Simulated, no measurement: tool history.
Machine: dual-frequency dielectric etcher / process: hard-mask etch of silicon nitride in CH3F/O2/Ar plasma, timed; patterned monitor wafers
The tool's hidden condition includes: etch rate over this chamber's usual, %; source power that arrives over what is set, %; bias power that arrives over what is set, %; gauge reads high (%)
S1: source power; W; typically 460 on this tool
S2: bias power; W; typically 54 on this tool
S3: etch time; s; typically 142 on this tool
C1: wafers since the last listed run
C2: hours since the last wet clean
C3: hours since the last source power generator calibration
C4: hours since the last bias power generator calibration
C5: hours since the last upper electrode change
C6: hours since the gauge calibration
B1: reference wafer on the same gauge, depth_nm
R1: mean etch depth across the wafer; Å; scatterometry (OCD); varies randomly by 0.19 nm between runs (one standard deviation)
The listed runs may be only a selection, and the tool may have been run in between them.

run 1 hour=0 | S1=460 S2=54 S3=142 | C1=0 C2=188.5 C3=1349.9 C4=3976.6 C5=2388.1 C6=613.8 | B1=70.5 | R1=880
run 2 hour=26.3 | S1=460 S2=54 S3=142 | C1=274 C2=214.8 C3=1376.2 C4=4002.9 C5=2414.4 C6=640.1 | B1=70.5 | R1=879
run 3 hour=39.3 | S1=460 S2=54 S3=142 | C1=135 C2=227.8 C3=1389.2 C4=4015.9 C5=2427.4 C6=653.1 | B1=70.5 | R1=877
run 4 hour=60.5 | S1=460 S2=54 S3=142 | C1=220 C2=249 C3=1410.4 C4=4037.1 C5=2448.6 C6=674.3 | B1=70.5 | R1=880
run 5 hour=95.4 | S1=460 S2=54 S3=142 | C1=363 C2=283.9 C3=1445.3 C4=4072 C5=2483.5 C6=709.2 | B1=70.5 | R1=876
run 6 hour=118.2 | S1=460 S2=54 S3=142 | C1=237 C2=306.7 C3=1468.1 C4=4094.8 C5=2506.3 C6=732 | B1=70.5 | R1=878
run 7 hour=145.2 | S1=460 S2=54 S3=142 | C1=281 C2=333.7 C3=1495.1 C4=4121.8 C5=2533.3 C6=759 | B1=70.5 | R1=879
-- hour=161.3 gauge calibrated
run 8 hour=163.5 | S1=460 S2=54 S3=142 | C1=190 C2=352 C3=1513.4 C4=4140.1 C5=2551.6 C6=2.2 | B1=70.5 | R1=879
-- hour=190.7 bias power generator calibrated
run 9 hour=195.1 | S1=460 S2=54 S3=142 | C1=287 C2=383.6 C3=1545 C4=4.4 C5=2583.2 C6=33.8 | B1=70.5 | R1=879
run 10 hour=226.9 | S1=460 S2=54 S3=142 | C1=331 C2=415.4 C3=1576.8 C4=36.2 C5=2615 C6=65.6 | B1=70.5 | R1=877
run 11 hour=243.4 | S1=460 S2=54 S3=142 | C1=171 C2=431.9 C3=1593.3 C4=52.7 C5=2631.5 C6=82.1 | B1=70.5 | R1=877
run 12 hour=256.2 | S1=390 S2=54 S3=142 | C1=133 C2=444.7 C3=1606.1 C4=65.5 C5=2644.3 C6=94.9 | B1=70.5 | R1=833
-- hour=292.8 wet clean of the chamber
run 13 hour=293.3 | S1=390 S2=54 S3=142 | C1=136 C2=0.5 C3=1643.2 C4=102.6 C5=2681.4 C6=132 | B1=70.5 | R1=837
run 14 hour=295.1 | S1=460 S2=54 S3=155.5 | C1=18 C2=2.3 C3=1645 C4=104.4 C5=2683.2 C6=133.8 | B1=70.5 | R1=962
-- hour=325.8 source power generator calibrated
run 15 hour=327.2 | S1=540 S2=45 S3=173.5 | C1=292 C2=34.4 C3=1.4 C4=136.5 C5=2715.3 C6=165.9 | B1=70.5 | R1=1043
-- hour=370 upper electrode replaced
run 16 hour=370.5 | S1=460 S2=54 S3=142 | C1=201 C2=77.7 C3=44.7 C4=179.8 C5=0.5 C6=209.2 | B1=70.5 | R1=879
run 17 hour=380.5 | S1=460 S2=58 S3=142 | C1=104 C2=87.7 C3=54.7 C4=189.8 C5=10.5 C6=219.2 | B1=70.5 | R1=904
run 18 hour=395.9 | S1=420 S2=46 S3=174 | C1=160 C2=103.1 C3=70.1 C4=205.2 C5=25.9 C6=234.6 | B1=70.5 | R1=976
run 19 hour=416.6 | S1=460 S2=66 S3=115.5 | C1=215 C2=123.8 C3=90.8 C4=225.9 C5=46.6 C6=255.3 | B1=70.5 | R1=781
run 20 hour=452.2 | S1=460 S2=62 S3=142 | C1=371 C2=159.4 C3=126.4 C4=261.5 C5=82.2 C6=290.9 | B1=70.5 | R1=933
run 21 hour=479.4 | S1=460 S2=54 S3=142 | C1=283 C2=186.6 C3=153.6 C4=288.7 C5=109.4 C6=318.1 | B1=70.5 | R1=878
run 22 hour=502.4 | S1=460 S2=41 S3=142 | C1=239 C2=209.6 C3=176.6 C4=311.7 C5=132.4 C6=341.1 | B1=70.5 | R1=780
run 23 hour=529.1 | S1=410 S2=41 S3=180.5 | C1=278 C2=236.3 C3=203.3 C4=338.4 C5=159.1 C6=367.8 | B1=70.5 | R1=955
run 24 hour=553.1 | S1=460 S2=54 S3=142 | C1=250 C2=260.3 C3=227.3 C4=362.4 C5=183.1 C6=391.8 | B1=70.5 | R1=877
run 25 hour=587.2 | S1=460 S2=65 S3=142 | C1=355 C2=294.4 C3=261.4 C4=396.5 C5=217.2 C6=425.9 | B1=70.5 | R1=951
run 26 hour=620.5 | S1=460 S2=54 S3=142 | C1=347 C2=327.7 C3=294.7 C4=429.8 C5=250.5 C6=459.2 | B1=70.5 | R1=877
run 27 hour=644.6 | S1=530 S2=54 S3=127 | C1=251 C2=351.8 C3=318.8 C4=453.9 C5=274.6 C6=483.3 | B1=70.6 | R1=820
run 28 hour=664.3 | S1=350 S2=54 S3=100.5 | C1=205 C2=371.5 C3=338.5 C4=473.6 C5=294.3 C6=503 | B1=70.5 | R1=572
-- hour=707.4 wet clean of the chamber
run 29 hour=707.9 | S1=400 S2=54 S3=142 | C1=204 C2=0.5 C3=382.1 C4=517.2 C5=337.9 C6=546.6 | B1=70.5 | R1=841

Predict each of these 5 candidate next runs independently; none follows another, all start after run 29:
run A hour=708.4 | S1=370 S2=54 S3=142 | C1=5 C2=1 C3=382.6 C4=517.7 C5=338.4 C6=547.1 | B1=? | R1=?
run B hour=708.4 | S1=570 S2=58 S3=100 | C1=5 C2=1 C3=382.6 C4=517.7 C5=338.4 C6=547.1 | B1=? | R1=?
run C hour=708.4 | S1=460 S2=67 S3=142 | C1=5 C2=1 C3=382.6 C4=517.7 C5=338.4 C6=547.1 | B1=? | R1=?
run D hour=708.4 | S1=550 S2=47 S3=142 | C1=5 C2=1 C3=382.6 C4=517.7 C5=338.4 C6=547.1 | B1=? | R1=?
run E hour=708.4 | S1=410 S2=54 S3=142 | C1=5 C2=1 C3=382.6 C4=517.7 C5=338.4 C6=547.1 | B1=? | R1=?

run=A B1=70.5 R1=824
run=B B1=70.5 R1=682
run=C B1=70.5 R1=965
run=D B1=70.5 R1=875
run=E B1=70.5 R1=849
With the hidden condition removed and each run's random variation left untouched, the same runs would have given:
run=A R1=824
run=B R1=682
run=C R1=965
run=D R1=875
run=E R1=849
